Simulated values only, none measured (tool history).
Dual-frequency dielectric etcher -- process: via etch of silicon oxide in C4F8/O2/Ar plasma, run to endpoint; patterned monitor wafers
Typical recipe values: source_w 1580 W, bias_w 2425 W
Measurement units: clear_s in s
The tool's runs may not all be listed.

run   hour  source_w  bias_w  incoming incoming film thickness, nm  clear_s
  1      0      1580    2425                                 780.4    169.5
  2   16.1      1580    2425                                 777.8    169.8
  3   29.3      1580    2425                                 783.3    169.5
  4     58      1340    2425                                 786.8      181
  5   65.6      1580    2895                                 776.1    162.3
  6   74.4      1580    2895                                 776.4    162.6
  7   82.4      1580    2425                                   773    167.5
        88  -- source power generator calibrated
  8     89      1580    2425                                 775.6    168.2
     115.7  -- upper electrode replaced, of another model than before
     124.2  -- wet clean of the chamber
  9  124.7      1580    2425                                 779.2    178.2
 10  125.1      1580    2425                                 777.4    178.3
 11  125.5      1580    1968                                 780.1    181.5
 12    135      1260    1914                                 780.5    212.7
     139.3  -- bias power generator calibrated
 13  143.5      1580    2425                                 780.6    177.7
 14  152.2      1820    2026                                 777.1      165
 15  169.3      1470    2107                                 780.5    188.6
 16  178.1      1830    2425                                 785.5    163.1

3 ways to go on from here, each from the tool as it stands after run 16. What would each give?
  A  178.6      1580    2425                                 771.9        ?
  B  178.6      1240    1887                                 771.9        ?
  C  178.6      1700    2690                                 771.9        ?

run  clear_s
  A    177.1
  B      213
  C    167.7
What these runs would have given with no unlogged condition in the tool:
run  clear_s
  A    177.3
  B    213.2
  C    167.9
